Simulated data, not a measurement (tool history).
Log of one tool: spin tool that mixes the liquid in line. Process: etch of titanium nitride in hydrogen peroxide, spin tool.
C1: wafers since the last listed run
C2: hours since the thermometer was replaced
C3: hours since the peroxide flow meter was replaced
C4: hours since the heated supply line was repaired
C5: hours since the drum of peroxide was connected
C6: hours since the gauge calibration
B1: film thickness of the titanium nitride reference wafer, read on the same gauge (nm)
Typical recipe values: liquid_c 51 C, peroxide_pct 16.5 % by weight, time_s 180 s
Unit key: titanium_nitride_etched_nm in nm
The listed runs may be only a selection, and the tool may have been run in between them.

{"run": 1, "hour": 0.0, "liquid_c": 51, "peroxide_pct": 16.5, "time_s": 125, "C1": 0, "C2": 2705.1, "C3": 1019.6, "C4": 1401.6, "C5": 183.8, "C6": 441.1, "B1": 142.42, "titanium_nitride_etched_nm": 5.02}
{"hour": 1.7, "done": "gauge calibrated"}
{"run": 2, "hour": 23.3, "liquid_c": 51, "peroxide_pct": 16.5, "time_s": 125, "C1": 188, "C2": 2728.4, "C3": 1042.9, "C4": 1424.9, "C5": 207.1, "C6": 21.6, "B1": 140.67, "titanium_nitride_etched_nm": 5.05}
{"run": 3, "hour": 40.9, "liquid_c": 51, "peroxide_pct": 16.5, "time_s": 125, "C1": 142, "C2": 2746, "C3": 1060.5, "C4": 1442.5, "C5": 224.7, "C6": 39.2, "B1": 140.91, "titanium_nitride_etched_nm": 4.99}
{"run": 4, "hour": 73.2, "liquid_c": 51, "peroxide_pct": 16.5, "time_s": 155, "C1": 261, "C2": 2778.3, "C3": 1092.8, "C4": 1474.8, "C5": 257, "C6": 71.5, "B1": 141.26, "titanium_nitride_etched_nm": 6.16}
{"run": 5, "hour": 90.6, "liquid_c": 51, "peroxide_pct": 16.5, "time_s": 155, "C1": 140, "C2": 2795.7, "C3": 1110.2, "C4": 1492.2, "C5": 274.4, "C6": 88.9, "B1": 141.45, "titanium_nitride_etched_nm": 6.24}
{"run": 6, "hour": 117.6, "liquid_c": 51, "peroxide_pct": 16.5, "time_s": 180, "C1": 218, "C2": 2822.7, "C3": 1137.2, "C4": 1519.2, "C5": 301.4, "C6": 115.9, "B1": 141.69, "titanium_nitride_etched_nm": 7.29}
{"run": 7, "hour": 151.5, "liquid_c": 58, "peroxide_pct": 16.5, "time_s": 180, "C1": 273, "C2": 2856.6, "C3": 1171.1, "C4": 1553.1, "C5": 335.3, "C6": 149.8, "B1": 141.91, "titanium_nitride_etched_nm": 11.91}
{"run": 8, "hour": 182.2, "liquid_c": 58, "peroxide_pct": 16.5, "time_s": 180, "C1": 248, "C2": 2887.3, "C3": 1201.8, "C4": 1583.8, "C5": 366, "C6": 180.5, "B1": 142.06, "titanium_nitride_etched_nm": 11.76}
{"run": 9, "hour": 211.9, "liquid_c": 51, "peroxide_pct": 16.5, "time_s": 180, "C1": 240, "C2": 2917, "C3": 1231.5, "C4": 1613.5, "C5": 395.7, "C6": 210.2, "B1": 142.18, "titanium_nitride_etched_nm": 7.33}
{"run": 10, "hour": 247.0, "liquid_c": 51, "peroxide_pct": 16.5, "time_s": 180, "C1": 283, "C2": 2952.1, "C3": 1266.6, "C4": 1648.6, "C5": 430.8, "C6": 245.3, "B1": 142.29, "titanium_nitride_etched_nm": 7.32}
{"run": 11, "hour": 262.1, "liquid_c": 51, "peroxide_pct": 16.5, "time_s": 180, "C1": 122, "C2": 2967.2, "C3": 1281.7, "C4": 1663.7, "C5": 445.9, "C6": 260.4, "B1": 142.34, "titanium_nitride_etched_nm": 7.31}
{"run": 12, "hour": 289.7, "liquid_c": 51, "peroxide_pct": 16.5, "time_s": 180, "C1": 223, "C2": 2994.8, "C3": 1309.3, "C4": 1691.3, "C5": 473.5, "C6": 288, "B1": 142.38, "titanium_nitride_etched_nm": 7.25}
{"run": 13, "hour": 307.6, "liquid_c": 41.5, "peroxide_pct": 12, "time_s": 275, "C1": 144, "C2": 3012.7, "C3": 1327.2, "C4": 1709.2, "C5": 491.4, "C6": 305.9, "B1": 142.4, "titanium_nitride_etched_nm": 5.22}
{"run": 14, "hour": 323.4, "liquid_c": 45, "peroxide_pct": 16.5, "time_s": 180, "C1": 127, "C2": 3028.5, "C3": 1343, "C4": 1725, "C5": 507.2, "C6": 321.7, "B1": 142.45, "titanium_nitride_etched_nm": 4.73}
{"hour": 354.1, "done": "gauge calibrated"}
{"run": 15, "hour": 355.8, "liquid_c": 45, "peroxide_pct": 16.5, "time_s": 180, "C1": 261, "C2": 3060.9, "C3": 1375.4, "C4": 1757.4, "C5": 539.6, "C6": 1.7, "B1": 139.86, "titanium_nitride_etched_nm": 4.63}
{"hour": 374.1, "done": "thermometer replaced"}
{"run": 16, "hour": 378.6, "liquid_c": 46, "peroxide_pct": 13, "time_s": 265, "C1": 176, "C2": 4.5, "C3": 1398.2, "C4": 1780.2, "C5": 562.4, "C6": 24.5, "B1": 140.22, "titanium_nitride_etched_nm": 6.97}
{"run": 17, "hour": 406.2, "liquid_c": 46, "peroxide_pct": 13, "time_s": 265, "C1": 223, "C2": 32.1, "C3": 1425.8, "C4": 1807.8, "C5": 590, "C6": 52.1, "B1": 140.56, "titanium_nitride_etched_nm": 7.01}
{"run": 18, "hour": 425.6, "liquid_c": 46, "peroxide_pct": 13, "time_s": 265, "C1": 156, "C2": 51.5, "C3": 1445.2, "C4": 1827.2, "C5": 609.4, "C6": 71.5, "B1": 140.79, "titanium_nitride_etched_nm": 6.99}
{"run": 19, "hour": 453.6, "liquid_c": 51, "peroxide_pct": 16.5, "time_s": 180, "C1": 226, "C2": 79.5, "C3": 1473.2, "C4": 1855.2, "C5": 637.4, "C6": 99.5, "B1": 141.03, "titanium_nitride_etched_nm": 7.19}
{"hour": 483.8, "done": "heated supply line repaired"}
{"run": 20, "hour": 485.0, "liquid_c": 54.5, "peroxide_pct": 21, "time_s": 235, "C1": 245, "C2": 110.9, "C3": 1504.6, "C4": 1.2, "C5": 668.8, "C6": 130.9, "B1": 141.28, "titanium_nitride_etched_nm": 12.7}
{"hour": 501.3, "done": "new drum of peroxide connected"}
{"run": 21, "hour": 509.9, "liquid_c": 58, "peroxide_pct": 16.5, "time_s": 280, "C1": 193, "C2": 135.8, "C3": 1529.5, "C4": 26.1, "C5": 8.6, "C6": 155.8, "B1": 141.42, "titanium_nitride_etched_nm": 18.37}
{"hour": 518.2, "done": "peroxide flow meter replaced"}
{"run": 22, "hour": 538.9, "liquid_c": 58.5, "peroxide_pct": 19.5, "time_s": 280, "C1": 226, "C2": 164.8, "C3": 20.7, "C4": 55.1, "C5": 37.6, "C6": 184.8, "B1": 141.57, "titanium_nitride_etched_nm": 19.78}
{"run": 23, "hour": 571.7, "liquid_c": 51, "peroxide_pct": 12, "time_s": 180, "C1": 265, "C2": 197.6, "C3": 53.5, "C4": 87.9, "C5": 70.4, "C6": 217.6, "B1": 141.67, "titanium_nitride_etched_nm": 6.78}
{"run": 24, "hour": 653.7, "liquid_c": 51, "peroxide_pct": 18, "time_s": 180, "C1": 662, "C2": 279.6, "C3": 135.5, "C4": 169.9, "C5": 152.4, "C6": 299.6, "B1": 141.92, "titanium_nitride_etched_nm": 7.4}

Consider 5 possible next runs. They are alternatives, not a sequence: every one starts from the tool as it was left by run 24. What does each give?
{"run": "A", "hour": 654.2, "liquid_c": 51, "peroxide_pct": 16.5, "time_s": 180, "C1": 4, "C2": 280.1, "C3": 136, "C4": 170.4, "C5": 152.9, "C6": 300.1, "B1": "?", "titanium_nitride_etched_nm": "?"}
{"run": "B", "hour": 654.2, "liquid_c": 56, "peroxide_pct": 18.5, "time_s": 225, "C1": 4, "C2": 280.1, "C3": 136, "C4": 170.4, "C5": 152.9, "C6": 300.1, "B1": "?", "titanium_nitride_etched_nm": "?"}
{"run": "C", "hour": 654.2, "liquid_c": 51, "peroxide_pct": 21, "time_s": 140, "C1": 4, "C2": 280.1, "C3": 136, "C4": 170.4, "C5": 152.9, "C6": 300.1, "B1": "?", "titanium_nitride_etched_nm": "?"}
{"run": "D", "hour": 654.2, "liquid_c": 43.5, "peroxide_pct": 15, "time_s": 140, "C1": 4, "C2": 280.1, "C3": 136, "C4": 170.4, "C5": 152.9, "C6": 300.1, "B1": "?", "titanium_nitride_etched_nm": "?"}
{"run": "E", "hour": 654.2, "liquid_c": 58, "peroxide_pct": 21, "time_s": 180, "C1": 4, "C2": 280.1, "C3": 136, "C4": 170.4, "C5": 152.9, "C6": 300.1, "B1": "?", "titanium_nitride_etched_nm": "?"}

run=A B1=141.91 titanium_nitride_etched_nm=7.22
run=B B1=141.91 titanium_nitride_etched_nm=13.16
run=C B1=141.91 titanium_nitride_etched_nm=5.91
run=D B1=141.91 titanium_nitride_etched_nm=3.17
run=E B1=141.91 titanium_nitride_etched_nm=12.43
With no hidden state in the tool, these same runs would have given:
run=A titanium_nitride_etched_nm=7.12
run=B titanium_nitride_etched_nm=12.98
run=C titanium_nitride_etched_nm=5.83
run=D titanium_nitride_etched_nm=3.13
run=E titanium_nitride_etched_nm=12.26
